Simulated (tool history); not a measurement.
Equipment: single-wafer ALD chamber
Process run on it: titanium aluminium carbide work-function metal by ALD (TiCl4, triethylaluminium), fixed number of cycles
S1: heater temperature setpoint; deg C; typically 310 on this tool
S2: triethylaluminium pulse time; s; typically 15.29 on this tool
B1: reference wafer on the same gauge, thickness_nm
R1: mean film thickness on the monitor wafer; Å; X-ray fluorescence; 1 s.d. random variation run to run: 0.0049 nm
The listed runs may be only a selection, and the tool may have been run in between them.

{"run": 1, "hour": 0.0, "S1": 310, "S2": 15.29, "B1": 2.169, "R1": 19.42}
{"run": 2, "hour": 13.6, "S1": 310, "S2": 15.29, "B1": 2.169, "R1": 19.29}
{"run": 3, "hour": 36.6, "S1": 310, "S2": 15.29, "B1": 2.169, "R1": 19.4}
{"run": 4, "hour": 68.3, "S1": 310, "S2": 15.29, "B1": 2.17, "R1": 19.48}
{"run": 5, "hour": 90.8, "S1": 310, "S2": 15.29, "B1": 2.17, "R1": 19.44}
{"run": 6, "hour": 112.2, "S1": 310, "S2": 15.29, "B1": 2.171, "R1": 19.32}
{"run": 7, "hour": 133.2, "S1": 310, "S2": 15.29, "B1": 2.169, "R1": 19.4}
{"run": 8, "hour": 162.3, "S1": 310, "S2": 15.29, "B1": 2.171, "R1": 19.4}
{"hour": 201.4, "done": "showerhead replaced"}
{"run": 9, "hour": 201.9, "S1": 299, "S2": 15.29, "B1": 2.17, "R1": 18.28}
{"hour": 215.0, "done": "thermocouple changed; heater temperature recalibrated"}
{"run": 10, "hour": 216.9, "S1": 295, "S2": 11.19, "B1": 2.169, "R1": 17.83}
{"hour": 219.3, "done": "gauge calibrated"}
{"run": 11, "hour": 268.4, "S1": 310, "S2": 20.58, "B1": 2.171, "R1": 19.56}
{"hour": 294.1, "done": "triethylaluminium bottle replaced"}
{"run": 12, "hour": 294.6, "S1": 321, "S2": 15.29, "B1": 2.17, "R1": 20.37}
{"run": 13, "hour": 306.1, "S1": 316, "S2": 11.92, "B1": 2.169, "R1": 19.85}
{"run": 14, "hour": 333.0, "S1": 304, "S2": 19.11, "B1": 2.17, "R1": 18.9}
{"run": 15, "hour": 356.9, "S1": 305, "S2": 16.88, "B1": 2.169, "R1": 18.95}
{"run": 16, "hour": 369.6, "S1": 310, "S2": 15.29, "B1": 2.171, "R1": 19.31}
{"run": 17, "hour": 384.5, "S1": 304, "S2": 15.29, "B1": 2.171, "R1": 18.89}
{"run": 18, "hour": 461.6, "S1": 299, "S2": 15.29, "B1": 2.168, "R1": 18.45}
{"run": 19, "hour": 477.9, "S1": 316, "S2": 15.29, "B1": 2.17, "R1": 20.1}

Branching from run 19: 5 alternative next runs. What would each branch give?
{"run": "A", "hour": 478.3, "S1": 298, "S2": 15.29, "B1": "?", "R1": "?"}
{"run": "B", "hour": 478.3, "S1": 306, "S2": 15.29, "B1": "?", "R1": "?"}
{"run": "C", "hour": 478.3, "S1": 321, "S2": 18.6, "B1": "?", "R1": "?"}
{"run": "D", "hour": 478.3, "S1": 314, "S2": 10.27, "B1": "?", "R1": "?"}
{"run": "E", "hour": 478.3, "S1": 310, "S2": 19.11, "B1": "?", "R1": "?"}

run=A B1=2.17 R1=18.32
run=B B1=2.17 R1=19.06
run=C B1=2.17 R1=20.52
run=D B1=2.17 R1=19.52
run=E B1=2.17 R1=19.5
Stripped of hidden state, with their random variation kept, the same runs would have yielded:
run=A R1=18.32
run=B R1=19.06
run=C R1=20.52
run=D R1=19.52
run=E R1=19.5

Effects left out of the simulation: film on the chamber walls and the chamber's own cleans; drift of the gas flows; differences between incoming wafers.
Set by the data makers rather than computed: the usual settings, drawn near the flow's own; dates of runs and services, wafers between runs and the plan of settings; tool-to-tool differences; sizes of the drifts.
